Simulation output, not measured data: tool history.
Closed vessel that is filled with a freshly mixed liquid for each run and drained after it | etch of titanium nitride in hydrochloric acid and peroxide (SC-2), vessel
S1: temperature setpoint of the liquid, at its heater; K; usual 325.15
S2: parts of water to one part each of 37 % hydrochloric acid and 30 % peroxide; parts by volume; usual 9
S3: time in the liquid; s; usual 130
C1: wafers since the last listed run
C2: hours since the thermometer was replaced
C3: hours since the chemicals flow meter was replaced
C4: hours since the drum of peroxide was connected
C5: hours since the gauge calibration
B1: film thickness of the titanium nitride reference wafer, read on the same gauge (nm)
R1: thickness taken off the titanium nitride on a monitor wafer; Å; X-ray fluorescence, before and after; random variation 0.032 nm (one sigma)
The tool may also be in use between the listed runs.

run	day	S1	S2	S3	C1	C2	C3	C4	C5	B1	R1
1	0	331.15	9	130	0	834.2	1750.4	89.2	391.1	30.009	69.01
2	2.442	331.15	9	130	4854	892.8	1809	147.8	449.7	29.99	69.06
3	5.092	325.15	9	190	5268	956.4	1872.6	211.4	513.3	30.003	67.78
4	6.117	325.15	9	190	2037	981	1897.2	236	537.9	30.005	67.81
5	8.662	325.15	9	190	5061	1042.1	1958.3	297.1	599	29.999	68.2
# day 9.075: gauge calibrated
6	10.05	325.15	7.5	130	2758	1075.4	1991.6	330.4	23.4	30.012	53.4
7	11.179	325.15	7.5	130	2244	1102.5	2018.7	357.5	50.5	29.993	53.33
8	12.242	325.15	7.5	130	2112	1128	2044.2	383	76	29.982	54.14
9	13.512	317.65	9	130	2526	1158.5	2074.7	413.5	106.5	30.003	28.13
10	14.571	317.65	9	130	2104	1183.9	2100.1	438.9	131.9	30.024	28.04
# day 15.604: chemicals flow meter replaced
# day 15.988: thermometer replaced
11	17.025	325.15	9	130	4713	24.9	34.1	497.8	190.8	30.023	46.92
12	18.383	331.15	13	130	2700	57.5	66.7	530.4	223.4	30.003	50.41
13	19.133	325.15	9	190	1491	75.5	84.7	548.4	241.4	29.981	67.42
14	19.667	325.15	9	55	1060	88.3	97.5	561.2	254.2	30.013	19.69
# day 19.892: new drum of peroxide connected
15	20.462	325.15	9	130	1499	107.4	116.6	13.7	273.3	30.012	46.68
16	21.242	325.15	9	130	1549	126.1	135.3	32.4	292	30.011	46.34
17	22.629	317.65	13.5	180	2758	159.4	168.6	65.7	325.3	30.022	27.34
18	23.796	325.15	9	130	2319	187.4	196.6	93.7	353.3	29.993	46.95
19	24.625	333.65	11	105	1648	207.3	216.5	113.6	373.2	29.994	55.04
20	25.767	325.15	9	195	2269	234.7	243.9	141	400.6	29.987	69.96
21	26.279	331.15	9	95	1018	247	256.2	153.3	412.9	30.013	49.87
22	27.596	321.65	12	150	2617	278.6	287.8	184.9	444.5	30.009	33.51

3 ways to go on from here, each from the tool as it stands after run 22. What would each give?
A	27.625	329.65	9	130	57	279.3	288.5	185.6	445.2	?	?
B	27.625	316.65	12.5	130	57	279.3	288.5	185.6	445.2	?	?
C	27.625	334.65	5	185	57	279.3	288.5	185.6	445.2	?	?

run	B1	R1
A	30.001	62.21
B	30.001	19.83
C	30.001	190.73
Without the tool's hidden state the same runs would have given:
run	R1
A	62.21
B	19.83
C	190.73
